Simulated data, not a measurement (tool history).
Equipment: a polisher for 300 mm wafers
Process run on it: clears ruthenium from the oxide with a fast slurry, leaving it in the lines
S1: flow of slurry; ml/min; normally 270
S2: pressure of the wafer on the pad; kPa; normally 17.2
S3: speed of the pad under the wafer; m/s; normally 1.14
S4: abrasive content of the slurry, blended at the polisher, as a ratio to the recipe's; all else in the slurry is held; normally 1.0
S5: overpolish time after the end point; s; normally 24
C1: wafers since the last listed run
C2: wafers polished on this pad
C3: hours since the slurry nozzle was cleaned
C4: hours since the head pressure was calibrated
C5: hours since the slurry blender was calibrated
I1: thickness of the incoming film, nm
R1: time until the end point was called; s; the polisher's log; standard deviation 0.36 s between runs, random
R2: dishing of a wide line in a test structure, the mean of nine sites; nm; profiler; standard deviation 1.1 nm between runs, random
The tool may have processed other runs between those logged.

{"run": 1, "hour": 0.0, "S1": 270, "S2": 17.2, "S3": 1.42, "S4": 1.0, "S5": 24, "C1": 0, "C2": 1194, "C3": 698.0, "C4": 404.9, "C5": 216.3, "I1": 152.0, "R1": 29.7, "R2": 78.1}
{"hour": 124.1, "done": "slurry blender recalibrated"}
{"hour": 132.6, "done": "slurry nozzle cleaned"}
{"hour": 195.6, "done": "worn pad replaced by a new one"}
{"run": 2, "hour": 214.4, "S1": 270, "S2": 17.2, "S3": 1.42, "S4": 1.0, "S5": 24, "C1": 3045, "C2": 276, "C3": 81.8, "C4": 619.3, "C5": 90.3, "I1": 149.5, "R1": 27.7, "R2": 83.6}
{"run": 3, "hour": 250.1, "S1": 270, "S2": 17.2, "S3": 1.14, "S4": 1.0, "S5": 24, "C1": 524, "C2": 800, "C3": 117.5, "C4": 655.0, "C5": 126.0, "I1": 150.8, "R1": 34.7, "R2": 69.1}
{"run": 4, "hour": 292.6, "S1": 270, "S2": 17.2, "S3": 1.14, "S4": 1.0, "S5": 24, "C1": 624, "C2": 1424, "C3": 160.0, "C4": 697.5, "C5": 168.5, "I1": 148.2, "R1": 34.7, "R2": 69.0}
{"run": 5, "hour": 370.8, "S1": 270, "S2": 17.2, "S3": 1.14, "S4": 1.0, "S5": 24, "C1": 1148, "C2": 2573, "C3": 238.2, "C4": 775.7, "C5": 246.7, "I1": 149.5, "R1": 36.3, "R2": 69.8}
{"hour": 393.0, "done": "slurry blender recalibrated"}
{"run": 6, "hour": 402.6, "S1": 270, "S2": 17.2, "S3": 1.14, "S4": 1.0, "S5": 24, "C1": 437, "C2": 3010, "C3": 270.0, "C4": 807.5, "C5": 9.6, "I1": 150.5, "R1": 36.3, "R2": 67.0}
{"run": 7, "hour": 431.5, "S1": 270, "S2": 17.2, "S3": 1.14, "S4": 1.0, "S5": 24, "C1": 424, "C2": 3435, "C3": 298.9, "C4": 836.4, "C5": 38.5, "I1": 147.5, "R1": 36.4, "R2": 67.8}
{"hour": 483.8, "done": "worn pad replaced by a new one"}
{"run": 8, "hour": 492.2, "S1": 270, "S2": 13.8, "S3": 1.14, "S4": 1.0, "S5": 24, "C1": 832, "C2": 122, "C3": 359.6, "C4": 897.1, "C5": 99.2, "I1": 153.4, "R1": 43.9, "R2": 59.1}
{"run": 9, "hour": 543.6, "S1": 270, "S2": 17.2, "S3": 1.14, "S4": 1.0, "S5": 24, "C1": 754, "C2": 877, "C3": 411.0, "C4": 948.5, "C5": 150.6, "I1": 148.6, "R1": 34.6, "R2": 68.5}
{"run": 10, "hour": 708.2, "S1": 270, "S2": 17.2, "S3": 1.14, "S4": 1.0, "S5": 24, "C1": 2416, "C2": 3294, "C3": 575.6, "C4": 1113.1, "C5": 315.2, "I1": 149.7, "R1": 37.7, "R2": 63.8}
{"hour": 725.2, "done": "head pressure recalibrated"}
{"hour": 733.9, "done": "slurry blender recalibrated"}
{"run": 11, "hour": 761.6, "S1": 270, "S2": 17.2, "S3": 1.14, "S4": 1.0, "S5": 24, "C1": 725, "C2": 4020, "C3": 629.0, "C4": 36.4, "C5": 27.7, "I1": 148.3, "R1": 38.0, "R2": 64.7}
{"hour": 800.2, "done": "worn pad replaced by a new one"}
{"run": 12, "hour": 821.8, "S1": 270, "S2": 17.2, "S3": 1.14, "S4": 1.0, "S5": 24, "C1": 825, "C2": 317, "C3": 689.2, "C4": 96.6, "C5": 87.9, "I1": 152.1, "R1": 37.0, "R2": 67.9}
{"run": 13, "hour": 846.2, "S1": 270, "S2": 17.2, "S3": 1.14, "S4": 1.0, "S5": 24, "C1": 358, "C2": 675, "C3": 713.6, "C4": 121.0, "C5": 112.3, "I1": 150.0, "R1": 36.5, "R2": 69.9}
{"hour": 903.8, "done": "slurry nozzle cleaned"}
{"run": 14, "hour": 918.0, "S1": 270, "S2": 17.2, "S3": 1.14, "S4": 1.1, "S5": 24, "C1": 1039, "C2": 1715, "C3": 14.2, "C4": 192.8, "C5": 184.1, "I1": 150.0, "R1": 32.8, "R2": 71.6}

Forecast run 15:
{"run": 15, "hour": 987.6, "S1": 270, "S2": 21.4, "S3": 0.98, "S4": 1.0, "S5": 24, "C1": 1022, "C2": 2737, "C3": 83.8, "C4": 262.4, "C5": 253.7, "I1": 149.9, "R1": "?", "R2": "?"}

Run 15 produced R1 33.6 s, R2 72.0 nm.
Minus the tool's unlogged condition, the same run would have read R1 31.4 s, R2 75.8 nm.
